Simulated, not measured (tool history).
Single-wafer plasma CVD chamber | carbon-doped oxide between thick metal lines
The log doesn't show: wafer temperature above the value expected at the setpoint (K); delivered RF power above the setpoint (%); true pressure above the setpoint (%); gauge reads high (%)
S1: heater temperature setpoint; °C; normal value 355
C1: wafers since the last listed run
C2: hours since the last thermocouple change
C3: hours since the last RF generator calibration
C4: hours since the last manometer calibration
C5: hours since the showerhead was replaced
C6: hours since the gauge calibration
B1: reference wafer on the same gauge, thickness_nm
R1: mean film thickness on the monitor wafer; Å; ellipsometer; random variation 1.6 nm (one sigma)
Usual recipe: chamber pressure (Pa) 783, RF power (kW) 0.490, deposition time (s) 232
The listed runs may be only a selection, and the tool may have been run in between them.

run 1 hour=0.0 | S1=355 chamber_pressure_(Pa)=783 RF_power_(kW)=0.490 deposition_time_(s)=232 | C1=0 C2=1302.5 C3=2012.0 C4=1637.9 C5=4030.7 C6=175.3 | B1=1009.909 | R1=10466.80
run 2 hour=9.0 | S1=355 chamber_pressure_(Pa)=783 RF_power_(kW)=0.490 deposition_time_(s)=232 | C1=96 C2=1311.5 C3=2021.0 C4=1646.9 C5=4039.7 C6=184.3 | B1=1009.983 | R1=10444.77
run 3 hour=18.4 | S1=355 chamber_pressure_(Pa)=783 RF_power_(kW)=0.490 deposition_time_(s)=232 | C1=100 C2=1320.9 C3=2030.4 C4=1656.3 C5=4049.1 C6=193.7 | B1=1009.984 | R1=10433.90
run 4 hour=35.8 | S1=355 chamber_pressure_(Pa)=700 RF_power_(kW)=0.490 deposition_time_(s)=232 | C1=186 C2=1338.3 C3=2047.8 C4=1673.7 C5=4066.5 C6=211.1 | B1=1010.039 | R1=10252.09
run 5 hour=44.9 | S1=355 chamber_pressure_(Pa)=700 RF_power_(kW)=0.490 deposition_time_(s)=232 | C1=97 C2=1347.4 C3=2056.9 C4=1682.8 C5=4075.6 C6=220.2 | B1=1010.124 | R1=10261.88
run 6 hour=58.0 | S1=355 chamber_pressure_(Pa)=783 RF_power_(kW)=0.490 deposition_time_(s)=232 | C1=140 C2=1360.5 C3=2070.0 C4=1695.9 C5=4088.7 C6=233.3 | B1=1010.568 | R1=10457.51
run 7 hour=71.3 | S1=355 chamber_pressure_(Pa)=783 RF_power_(kW)=0.490 deposition_time_(s)=232 | C1=142 C2=1373.8 C3=2083.3 C4=1709.2 C5=4102.0 C6=246.6 | B1=1009.751 | R1=10464.93
run 8 hour=81.9 | S1=344 chamber_pressure_(Pa)=783 RF_power_(kW)=0.525 deposition_time_(s)=232 | C1=113 C2=1384.4 C3=2093.9 C4=1719.8 C5=4112.6 C6=257.2 | B1=1009.572 | R1=11213.69
-- hour=99.4 capacitance manometer re-zeroed and calibrated
run 9 hour=99.9 | S1=344 chamber_pressure_(Pa)=783 RF_power_(kW)=0.525 deposition_time_(s)=232 | C1=107 C2=1402.4 C3=2111.9 C4=0.5 C5=4130.6 C6=275.2 | B1=1010.386 | R1=11199.55
-- hour=117.0 RF generator calibrated
run 10 hour=117.5 | S1=355 chamber_pressure_(Pa)=783 RF_power_(kW)=0.490 deposition_time_(s)=232 | C1=102 C2=1420.0 C3=0.5 C4=18.1 C5=4148.2 C6=292.8 | B1=1009.777 | R1=10931.97
run 11 hour=126.8 | S1=355 chamber_pressure_(Pa)=897 RF_power_(kW)=0.490 deposition_time_(s)=232 | C1=99 C2=1429.3 C3=9.8 C4=27.4 C5=4157.5 C6=302.1 | B1=1009.981 | R1=11102.49
run 12 hour=135.7 | S1=355 chamber_pressure_(Pa)=783 RF_power_(kW)=0.490 deposition_time_(s)=232 | C1=95 C2=1438.2 C3=18.7 C4=36.3 C5=4166.4 C6=311.0 | B1=1009.680 | R1=10924.11
run 13 hour=147.7 | S1=355 chamber_pressure_(Pa)=783 RF_power_(kW)=0.585 deposition_time_(s)=232 | C1=128 C2=1450.2 C3=30.7 C4=48.3 C5=4178.4 C6=323.0 | B1=1009.728 | R1=12002.24
run 14 hour=160.5 | S1=346 chamber_pressure_(Pa)=783 RF_power_(kW)=0.490 deposition_time_(s)=266 | C1=137 C2=1463.0 C3=43.5 C4=61.1 C5=4191.2 C6=335.8 | B1=1010.437 | R1=12811.66
-- hour=164.0 gauge calibrated
run 15 hour=199.9 | S1=355 chamber_pressure_(Pa)=783 RF_power_(kW)=0.490 deposition_time_(s)=249 | C1=422 C2=1502.4 C3=82.9 C4=100.5 C5=4230.6 C6=35.9 | B1=1010.144 | R1=11694.69
-- hour=218.2 showerhead replaced
run 16 hour=218.7 | S1=370 chamber_pressure_(Pa)=607 RF_power_(kW)=0.560 deposition_time_(s)=232 | C1=115 C2=1521.2 C3=101.7 C4=119.3 C5=0.5 C6=54.7 | B1=1009.998 | R1=10725.66
run 17 hour=224.9 | S1=349 chamber_pressure_(Pa)=783 RF_power_(kW)=0.490 deposition_time_(s)=232 | C1=66 C2=1527.4 C3=107.9 C4=125.5 C5=6.7 C6=60.9 | B1=1010.031 | R1=11046.68

Run 18 comes next. What will it give?
-- hour=243.2 thermocouple changed; heater temperature recalibrated
run 18 hour=243.7 | S1=355 chamber_pressure_(Pa)=783 RF_power_(kW)=0.490 deposition_time_(s)=261 | C1=115 C2=0.5 C3=126.7 C4=144.3 C5=25.5 C6=79.7 | B1=? | R1=?

Logged for run 18: B1 1009.877, R1 12150.38 Å.
With no hidden state in the tool, this same run would have given R1 12312.65 Å.
